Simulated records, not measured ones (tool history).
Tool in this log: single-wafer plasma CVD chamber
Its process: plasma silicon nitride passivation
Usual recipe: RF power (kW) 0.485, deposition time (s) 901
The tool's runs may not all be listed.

run	hour	RF power (kW)	deposition time (s)	wafers since the last listed run	hours since the last RF generator calibration	hours since the showerhead was replaced	hours since the gauge calibration	read-back reference wafer on the same gauge, thickness_nm	mean film thickness on the monitor wafer (nm)
1	0	0.485	982	0	475.9	2268.6	517.3	1209.178	1514.148
2	64.7	0.485	1031	140	540.6	2333.3	582	1209.022	1591.673
3	160.5	0.485	1031	207	636.4	2429.1	677.8	1210.531	1595.337
4	233.3	0.46	901	157	709.2	2501.9	750.6	1209.469	1371.926
5	288.1	0.46	901	118	764	2556.7	805.4	1209.446	1363.738
6	331.4	0.46	901	93	807.3	2600	848.7	1210.112	1368.241
7	373.4	0.485	1027	91	849.3	2642	890.7	1208.716	1577.553
8	435.5	0.485	1027	134	911.4	2704.1	952.8	1209.674	1587.99
# hour 617.6: gauge calibrated
# hour 668.9: RF generator calibrated
9	669.4	0.485	1027	490	0.5	2938	51.8	1209.916	1611.436
10	758.9	0.555	901	194	90	3027.5	141.3	1209.693	1475.582
11	809.3	0.555	901	109	140.4	3077.9	191.7	1210.515	1488.676
12	898.8	0.54	949	194	229.9	3167.4	281.2	1209.999	1534.333
13	1000.1	0.51	829	219	331.2	3268.7	382.5	1211.369	1299.329
14	1051.2	0.415	786	110	382.3	3319.8	433.6	1209.852	1151.801
15	1099.4	0.485	901	104	430.5	3368	481.8	1210.501	1408.942
16	1150.5	0.485	1027	110	481.6	3419.1	532.9	1210.575	1598.158
# hour 1159.6: showerhead replaced
17	1202.9	0.485	1079	96	534	43.3	585.3	1208.702	1670
18	1256.6	0.525	1054	116	587.7	97	639	1210.266	1670.261
19	1355.8	0.565	850	215	686.9	196.2	738.2	1210.355	1382.064
20	1423.4	0.54	1063	146	754.5	263.8	805.8	1209.578	1701.772
21	1509.2	0.51	829	186	840.3	349.6	891.6	1210.338	1295.585
22	1605.6	0.525	986	209	936.7	446	988	1209.983	1562.545
# hour 1677.3: RF generator calibrated
23	1677.8	0.46	848	139	0.5	518.2	1060.2	1209.73	1302.035

Run-by-run hidden state of the tool:
gauge reads high (%): 0, the same for each run
H1: delivered RF power above the setpoint (%)
run	H1
1	-2.64
2	-2.98
3	-3.49
4	-3.88
5	-4.17
6	-4.4
7	-4.63
8	-4.96
9	-0.298
10	-0.774
11	-1.04
12	-1.52
13	-2.06
14	-2.33
15	-2.58
16	-2.86
17	-3.13
18	-3.42
19	-3.95
20	-4.31
21	-4.76
22	-5.28
23	-0.694
